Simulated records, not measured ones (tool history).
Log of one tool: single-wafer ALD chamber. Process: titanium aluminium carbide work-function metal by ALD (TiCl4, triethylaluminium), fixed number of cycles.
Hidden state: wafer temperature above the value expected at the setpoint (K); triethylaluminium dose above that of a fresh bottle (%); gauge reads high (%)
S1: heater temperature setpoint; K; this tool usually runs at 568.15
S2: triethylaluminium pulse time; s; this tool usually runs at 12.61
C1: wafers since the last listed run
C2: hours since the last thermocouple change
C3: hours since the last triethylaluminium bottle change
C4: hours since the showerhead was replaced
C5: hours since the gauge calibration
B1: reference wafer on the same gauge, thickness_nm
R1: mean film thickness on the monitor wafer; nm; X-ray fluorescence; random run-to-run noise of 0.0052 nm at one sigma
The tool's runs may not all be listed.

run 1 hour=0 | S1=568.15 S2=14.53 | C1=0 C2=680.1 C3=927.3 C4=2270.5 C5=975.6 | B1=1.659 | R1=1.897
run 2 hour=75.3 | S1=568.15 S2=12.61 | C1=672 C2=755.4 C3=1002.6 C4=2345.8 C5=1050.9 | B1=1.66 | R1=1.888
run 3 hour=177.3 | S1=568.15 S2=12.61 | C1=911 C2=857.4 C3=1104.6 C4=2447.8 C5=1152.9 | B1=1.66 | R1=1.891
-- hour=263.2 gauge calibrated
run 4 hour=267.3 | S1=568.15 S2=12.61 | C1=803 C2=947.4 C3=1194.6 C4=2537.8 C5=4.1 | B1=1.659 | R1=1.882
run 5 hour=339.3 | S1=568.15 S2=16.56 | C1=643 C2=1019.4 C3=1266.6 C4=2609.8 C5=76.1 | B1=1.661 | R1=1.917
run 6 hour=384.2 | S1=568.15 S2=16.56 | C1=401 C2=1064.3 C3=1311.5 C4=2654.7 C5=121 | B1=1.66 | R1=1.925
run 7 hour=448.6 | S1=568.15 S2=16.56 | C1=575 C2=1128.7 C3=1375.9 C4=2719.1 C5=185.4 | B1=1.66 | R1=1.92
-- hour=466.4 triethylaluminium bottle replaced
run 8 hour=493.2 | S1=568.15 S2=12.61 | C1=326 C2=1173.3 C3=26.8 C4=2763.7 C5=230 | B1=1.66 | R1=1.904
run 9 hour=569.1 | S1=568.15 S2=12.61 | C1=678 C2=1249.2 C3=102.7 C4=2839.6 C5=305.9 | B1=1.659 | R1=1.903
run 10 hour=606.4 | S1=568.15 S2=12.61 | C1=333 C2=1286.5 C3=140 C4=2876.9 C5=343.2 | B1=1.66 | R1=1.908
-- hour=864.1 thermocouple changed; heater temperature recalibrated
run 11 hour=883.2 | S1=568.15 S2=12.61 | C1=2401 C2=19.1 C3=416.8 C4=3153.7 C5=620 | B1=1.66 | R1=1.868
run 12 hour=919.5 | S1=568.15 S2=12.61 | C1=324 C2=55.4 C3=453.1 C4=3190 C5=656.3 | B1=1.659 | R1=1.874
run 13 hour=1048.5 | S1=568.15 S2=12.61 | C1=1152 C2=184.4 C3=582.1 C4=3319 C5=785.3 | B1=1.66 | R1=1.873
-- hour=1222.4 showerhead replaced, of another model than before
run 14 hour=1309.9 | S1=568.15 S2=12.61 | C1=2263 C2=445.8 C3=843.5 C4=87.5 C5=1046.7 | B1=1.66 | R1=1.878
-- hour=1378.5 gauge calibrated
run 15 hour=1402 | S1=568.15 S2=12.61 | C1=822 C2=537.9 C3=935.6 C4=179.6 C5=23.5 | B1=1.659 | R1=1.887
run 16 hour=1487 | S1=557.15 S2=15.53 | C1=759 C2=622.9 C3=1020.6 C4=264.6 C5=108.5 | B1=1.66 | R1=1.824
run 17 hour=1543 | S1=555.15 S2=9.73 | C1=500 C2=678.9 C3=1076.6 C4=320.6 C5=164.5 | B1=1.66 | R1=1.631
run 18 hour=1622.5 | S1=557.15 S2=10.61 | C1=710 C2=758.4 C3=1156.1 C4=400.1 C5=244 | B1=1.659 | R1=1.734
run 19 hour=1663 | S1=562.15 S2=16.09 | C1=361 C2=798.9 C3=1196.6 C4=440.6 C5=284.5 | B1=1.661 | R1=1.871
run 20 hour=1761.7 | S1=568.15 S2=12.61 | C1=881 C2=897.6 C3=1295.3 C4=539.3 C5=383.2 | B1=1.66 | R1=1.897
run 21 hour=1813 | S1=581.15 S2=10.51 | C1=458 C2=948.9 C3=1346.6 C4=590.6 C5=434.5 | B1=1.66 | R1=1.907
-- hour=1840 triethylaluminium bottle replaced
run 22 hour=1897.4 | S1=577.15 S2=9.74 | C1=682 C2=1033.3 C3=57.4 C4=675 C5=518.9 | B1=1.659 | R1=1.781
run 23 hour=1973.3 | S1=568.15 S2=12.61 | C1=678 C2=1109.2 C3=133.3 C4=750.9 C5=594.8 | B1=1.66 | R1=1.892
run 24 hour=2064.8 | S1=562.15 S2=15.48 | C1=817 C2=1200.7 C3=224.8 C4=842.4 C5=686.3 | B1=1.659 | R1=1.873
run 25 hour=2112.7 | S1=559.15 S2=10.51 | C1=427 C2=1248.6 C3=272.7 C4=890.3 C5=734.2 | B1=1.659 | R1=1.763
run 26 hour=2197.7 | S1=553.15 S2=10.36 | C1=759 C2=1333.6 C3=357.7 C4=975.3 C5=819.2 | B1=1.66 | R1=1.702
run 27 hour=2296.8 | S1=568.15 S2=12.61 | C1=885 C2=1432.7 C3=456.8 C4=1074.4 C5=918.3 | B1=1.659 | R1=1.9
run 28 hour=2343.1 | S1=568.15 S2=11.3 | C1=413 C2=1479 C3=503.1 C4=1120.7 C5=964.6 | B1=1.66 | R1=1.867

4 options for the next run, each taken on its own from the tool as it stands now. Forecast them:
run A hour=2343.5 | S1=568.15 S2=12.61 | C1=3 C2=1479.4 C3=503.5 C4=1121.1 C5=965 | B1=? | R1=?
run B hour=2343.5 | S1=562.15 S2=10.6 | C1=3 C2=1479.4 C3=503.5 C4=1121.1 C5=965 | B1=? | R1=?
run C hour=2343.5 | S1=577.15 S2=15.05 | C1=3 C2=1479.4 C3=503.5 C4=1121.1 C5=965 | B1=? | R1=?
run D hour=2343.5 | S1=555.15 S2=15.41 | C1=3 C2=1479.4 C3=503.5 C4=1121.1 C5=965 | B1=? | R1=?

run=A B1=1.66 R1=1.906
run=B B1=1.66 R1=1.784
run=C B1=1.66 R1=1.993
run=D B1=1.66 R1=1.832
With the hidden condition removed and each run's random variation left untouched, the same runs would have given:
run=A R1=1.871
run=B R1=1.75
run=C R1=1.957
run=D R1=1.797
